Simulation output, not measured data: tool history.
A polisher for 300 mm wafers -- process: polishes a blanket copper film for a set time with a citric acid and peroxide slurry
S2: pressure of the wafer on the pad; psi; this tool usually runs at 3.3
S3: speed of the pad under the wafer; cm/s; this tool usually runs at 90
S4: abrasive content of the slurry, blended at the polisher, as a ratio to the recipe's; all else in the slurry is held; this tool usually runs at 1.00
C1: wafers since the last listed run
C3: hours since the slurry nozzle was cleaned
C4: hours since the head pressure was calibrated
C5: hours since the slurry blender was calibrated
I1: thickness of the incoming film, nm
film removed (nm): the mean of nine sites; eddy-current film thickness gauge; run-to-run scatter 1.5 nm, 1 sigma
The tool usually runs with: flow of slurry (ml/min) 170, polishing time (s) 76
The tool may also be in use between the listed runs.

Run 1, hour 0.0: usual settings; C1 0; wafers polished on this pad 1025; C3 453.0; C4 1211.3; C5 22.5; I1 942.0. Result: film removed (nm) 187.1.
At hour 13.7: worn pad replaced by a new one.
Run 2, hour 14.2: usual settings; C1 92; wafers polished on this pad 4; C3 467.2; C4 1225.5; C5 36.7; I1 943.0. Result: film removed (nm) 181.7.
Run 3, hour 26.8: usual settings; C1 114; wafers polished on this pad 118; C3 479.8; C4 1238.1; C5 49.3; I1 923.6. Result: film removed (nm) 181.6.
Run 4, hour 40.2: usual settings but S3 66 cm/s; C1 121; wafers polished on this pad 240; C3 493.2; C4 1251.5; C5 62.7; I1 930.4. Result: film removed (nm) 139.7.
Run 5, hour 58.0: usual settings but S3 66 cm/s; C1 161; wafers polished on this pad 401; C3 511.0; C4 1269.3; C5 80.5; I1 925.8. Result: film removed (nm) 141.3.
Run 6, hour 74.7: usual settings but S3 66 cm/s; C1 151; wafers polished on this pad 552; C3 527.7; C4 1286.0; C5 97.2; I1 939.1. Result: film removed (nm) 139.1.
Run 7, hour 89.5: usual settings but flow of slurry (ml/min) 160, S3 106 cm/s; C1 134; wafers polished on this pad 686; C3 542.5; C4 1300.8; C5 112.0; I1 961.0. Result: film removed (nm) 213.2.
Run 8, hour 97.9: usual settings but flow of slurry (ml/min) 160, S3 106 cm/s; C1 76; wafers polished on this pad 762; C3 550.9; C4 1309.2; C5 120.4; I1 957.4. Result: film removed (nm) 214.3.
Run 9, hour 106.3: usual settings but flow of slurry (ml/min) 160, S3 106 cm/s; C1 76; wafers polished on this pad 838; C3 559.3; C4 1317.6; C5 128.8; I1 932.9. Result: film removed (nm) 211.8.
At hour 123.0: worn pad replaced by a new one.
Run 10, hour 123.5: usual settings but S2 4.2 psi; C1 119; wafers polished on this pad 4; C3 576.5; C4 1334.8; C5 146.0; I1 945.4. Result: film removed (nm) 230.6.
At hour 128.9: slurry nozzle cleaned.
At hour 130.6: head pressure recalibrated.
Run 11, hour 135.0: usual settings but S2 4.2 psi; C1 79; wafers polished on this pad 83; C3 6.1; C4 4.4; C5 157.5; I1 951.1. Result: film removed (nm) 227.0.
Run 12, hour 147.1: usual settings but S4 1.15; C1 109; wafers polished on this pad 193; C3 18.2; C4 16.5; C5 169.6; I1 939.8. Result: film removed (nm) 191.8.
Run 13, hour 153.3: usual settings but S4 1.15; C1 56; wafers polished on this pad 249; C3 24.4; C4 22.7; C5 175.8; I1 939.5. Result: film removed (nm) 191.2.
At hour 163.6: slurry blender recalibrated.
Run 14, hour 164.1: usual settings but S4 1.15; C1 79; wafers polished on this pad 329; C3 35.2; C4 33.5; C5 0.5; I1 950.7. Result: film removed (nm) 190.7.
Run 15, hour 176.0: usual settings; C1 107; wafers polished on this pad 437; C3 47.1; C4 45.4; C5 12.4; I1 943.9. Result: film removed (nm) 183.3.
Run 16, hour 186.8: usual settings but flow of slurry (ml/min) 125, S2 4.5 psi, polishing time (s) 51; C1 97; wafers polished on this pad 534; C3 57.9; C4 56.2; C5 23.2; I1 943.3. Result: film removed (nm) 150.8.
Run 17, hour 219.3: usual settings but flow of slurry (ml/min) 200, S4 0.80; C1 294; wafers polished on this pad 829; C3 90.4; C4 88.7; C5 55.7; I1 950.1. Result: film removed (nm) 175.6.
Run 18, hour 230.0: usual settings; C1 96; wafers polished on this pad 926; C3 101.1; C4 99.4; C5 66.4; I1 934.1. Result: film removed (nm) 185.6.
Run 19, hour 245.9: usual settings but S4 1.20, polishing time (s) 56; C1 144; wafers polished on this pad 1070; C3 117.0; C4 115.3; C5 82.3; I1 944.4. Result: film removed (nm) 143.2.
At hour 250.7: worn pad replaced by a new one.
Run 20, hour 256.8: usual settings but polishing time (s) 85; C1 62; wafers polished on this pad 55; C3 127.9; C4 126.2; C5 93.2; I1 939.0. Result: film removed (nm) 204.8.
Run 21, hour 272.1: usual settings but polishing time (s) 85; C1 138; wafers polished on this pad 194; C3 143.2; C4 141.5; C5 108.5; I1 945.0. Result: film removed (nm) 206.1.
Run 22, hour 286.2: usual settings but flow of slurry (ml/min) 185, S3 112 cm/s, S4 0.90; C1 127; wafers polished on this pad 321; C3 157.3; C4 155.6; C5 122.6; I1 946.1. Result: film removed (nm) 221.9.
Run 23, hour 293.6: usual settings but S4 1.25, polishing time (s) 93; C1 67; wafers polished on this pad 388; C3 164.7; C4 163.0; C5 130.0; I1 923.4. Result: film removed (nm) 237.8.
Run 24, hour 308.6: usual settings; C1 135; wafers polished on this pad 524; C3 179.7; C4 178.0; C5 145.0; I1 938.6. Result: film removed (nm) 181.2.
Run 25, hour 319.8: usual settings but S2 2.9 psi, S3 80 cm/s, polishing time (s) 57; C1 101; wafers polished on this pad 626; C3 190.9; C4 189.2; C5 156.2; I1 946.3. Result: film removed (nm) 110.5.
Run 26, hour 335.8: usual settings but S2 4.0 psi, S3 60 cm/s, S4 0.80, polishing time (s) 85; C1 144; wafers polished on this pad 771; C3 206.9; C4 205.2; C5 172.2; I1 944.8. Result: film removed (nm) 160.1.
Run 27, hour 344.8: usual settings; C1 81; wafers polished on this pad 852; C3 215.9; C4 214.2; C5 181.2; I1 943.2. Result: film removed (nm) 180.3.
At hour 348.6: slurry blender recalibrated.
At hour 364.0: worn pad replaced by a new one.
Run 28, hour 364.5: usual settings but flow of slurry (ml/min) 145, S3 114 cm/s, S4 0.70, polishing time (s) 98; C1 124; wafers polished on this pad 4; C3 235.6; C4 233.9; C5 15.9; I1 950.5. Result: film removed (nm) 253.8.
Run 29, hour 371.2: usual settings but S3 66 cm/s; C1 60; wafers polished on this pad 65; C3 242.3; C4 240.6; C5 22.6; I1 944.9. Result: film removed (nm) 139.5.

3 options for the next run, each taken on its own from the tool as it stands now. Forecast them:
Run A, hour 371.6: usual settings; C1 3; wafers polished on this pad 69; C3 242.7; C4 241.0; C5 23.0; I1 941.7. Result: film removed (nm) ?.
Run B, hour 371.6: usual settings but polishing time (s) 51; C1 3; wafers polished on this pad 69; C3 242.7; C4 241.0; C5 23.0; I1 941.7. Result: film removed (nm) ?.
Run C, hour 371.6: usual settings but S2 2.9 psi, S3 108 cm/s, polishing time (s) 64; C1 3; wafers polished on this pad 69; C3 242.7; C4 241.0; C5 23.0; I1 941.7. Result: film removed (nm) ?.

run  film removed (nm)
  A              184.9
  B              124.1
  C              164.4
Had the tool no hidden state, the same runs would have come out as:
run  film removed (nm)
  A              184.9
  B              124.1
  C              164.4

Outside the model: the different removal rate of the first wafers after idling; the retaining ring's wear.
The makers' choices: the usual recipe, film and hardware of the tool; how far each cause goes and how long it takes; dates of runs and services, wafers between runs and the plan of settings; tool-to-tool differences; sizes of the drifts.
